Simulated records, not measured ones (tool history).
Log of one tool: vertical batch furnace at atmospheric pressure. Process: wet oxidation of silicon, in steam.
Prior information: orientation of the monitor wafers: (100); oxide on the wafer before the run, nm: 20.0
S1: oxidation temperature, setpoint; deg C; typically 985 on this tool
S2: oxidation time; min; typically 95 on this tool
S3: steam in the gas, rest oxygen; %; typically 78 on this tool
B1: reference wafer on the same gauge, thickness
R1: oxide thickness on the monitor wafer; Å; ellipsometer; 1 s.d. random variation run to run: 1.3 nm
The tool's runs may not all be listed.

run,hour,S1,S2,S3,B1,R1
1,0,985,95,78,407.01,4106.4
2,47.6,985,95,78,407.22,4123.2
3,103.6,985,95,78,407.02,4109.1
4,171.5,985,95,78,406.89,4105.9
5,289.1,985,95,78,407.06,4099.1
6,337.1,985,95,78,406.77,4115.8
7,366.2,985,95,78,407.08,4098.4
8,418.8,985,82.5,78,407.12,3748.8
9,465.6,985,82.5,78,407.09,3731.6
10,509.8,985,95,78,407.09,4089.6
# hour 580.8: thermocouples replaced and temperature profile calibrated
11,581.3,985,95,72,407.23,3875.3
12,632.5,985,95,72,407.12,3871.7
# hour 707.2: steam generator serviced
13,707.7,985,95,72,406.84,3972.2
# hour 719.2: gauge calibrated
14,736.5,985,95,82,406.9,4325.8
15,800.4,985,95,78,407.03,4165.9
16,832.1,985,73.5,69,407.29,3228.1
17,880.3,1010,95,78,407.03,4917.6
18,927.9,964,132.5,67,406.95,4028.7
19,962.6,985,95,78,407.03,4157.9
20,1004.3,985,95,78,407.11,4137.3
21,1082.4,997,67.5,87,406.79,3877.1
22,1119,961,95,78,407.21,3451.5
23,1185.1,985,95,78,406.9,4151.6
24,1229.8,994,50.5,82,406.88,2970.4
25,1278.8,985,127.5,78,407.04,5030
26,1347.5,976,127.5,88,407.07,5106.2
27,1394.2,967,79.5,84,406.73,3358.9
28,1425.3,985,120,67,407.09,4366.2
29,1489,985,78.5,78,406.93,3626.9
30,1656.7,985,95,72,406.99,3895.8
31,1718.5,985,95,78,406.98,4115.5
32,1897.3,985,95,78,406.95,4122.2
33,1929.7,999,95,70,407.07,4197

Run-by-run hidden state of the tool:
true tube temperature minus thermocouple reading, K: 0 on each run
gauge reads high (%): 0 on each run
H1: steam share off its setpoint, % of the setpoint
run,H1
1,-3.31
2,-3.35
3,-3.39
4,-3.43
5,-3.5
6,-3.53
7,-3.54
8,-3.57
9,-3.59
10,-3.61
11,-3.63
12,-3.65
13,-0.259
14,-0.421
15,-0.757
16,-0.912
17,-1.13
18,-1.34
19,-1.48
20,-1.63
21,-1.91
22,-2.02
23,-2.22
24,-2.34
25,-2.46
26,-2.62
27,-2.72
28,-2.78
29,-2.9
30,-3.16
31,-3.24
32,-3.44
33,-3.47
